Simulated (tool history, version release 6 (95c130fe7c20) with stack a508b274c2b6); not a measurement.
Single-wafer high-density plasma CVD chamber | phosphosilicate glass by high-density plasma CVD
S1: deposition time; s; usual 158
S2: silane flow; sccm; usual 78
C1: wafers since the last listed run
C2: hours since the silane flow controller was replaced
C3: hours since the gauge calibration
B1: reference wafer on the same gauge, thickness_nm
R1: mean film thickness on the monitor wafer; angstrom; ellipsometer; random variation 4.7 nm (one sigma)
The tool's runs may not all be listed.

{"run": 1, "day": 0.0, "S1": 158, "S2": 78, "C1": 0, "C2": 4027.7, "C3": 335.6, "B1": 922.508, "R1": 11211.03}
{"run": 2, "day": 2.454, "S1": 158, "S2": 78, "C1": 440, "C2": 4086.6, "C3": 394.5, "B1": 920.945, "R1": 11196.91}
{"run": 3, "day": 4.942, "S1": 158, "S2": 78, "C1": 446, "C2": 4146.3, "C3": 454.2, "B1": 920.136, "R1": 11147.32}
{"run": 4, "day": 7.2, "S1": 158, "S2": 78, "C1": 405, "C2": 4200.5, "C3": 508.4, "B1": 918.618, "R1": 11101.03}
{"run": 5, "day": 8.738, "S1": 158, "S2": 78, "C1": 275, "C2": 4237.4, "C3": 545.3, "B1": 918.144, "R1": 11149.67}
{"run": 6, "day": 10.579, "S1": 158, "S2": 78, "C1": 330, "C2": 4281.6, "C3": 589.5, "B1": 915.907, "R1": 11152.97}
{"day": 15.896, "done": "silane flow controller replaced"}
{"run": 7, "day": 18.771, "S1": 158, "S2": 78, "C1": 1410, "C2": 69.0, "C3": 786.1, "B1": 911.041, "R1": 11161.76}

Forecast run 8:
{"run": 8, "day": 20.725, "S1": 144, "S2": 84, "C1": 350, "C2": 115.9, "C3": 833.0, "B1": "?", "R1": "?"}

{"run 8": {"B1": 909.499, "R1": 10888.5}}
Without the tool's hidden state the same run would have given R1 11119.91 angstrom.
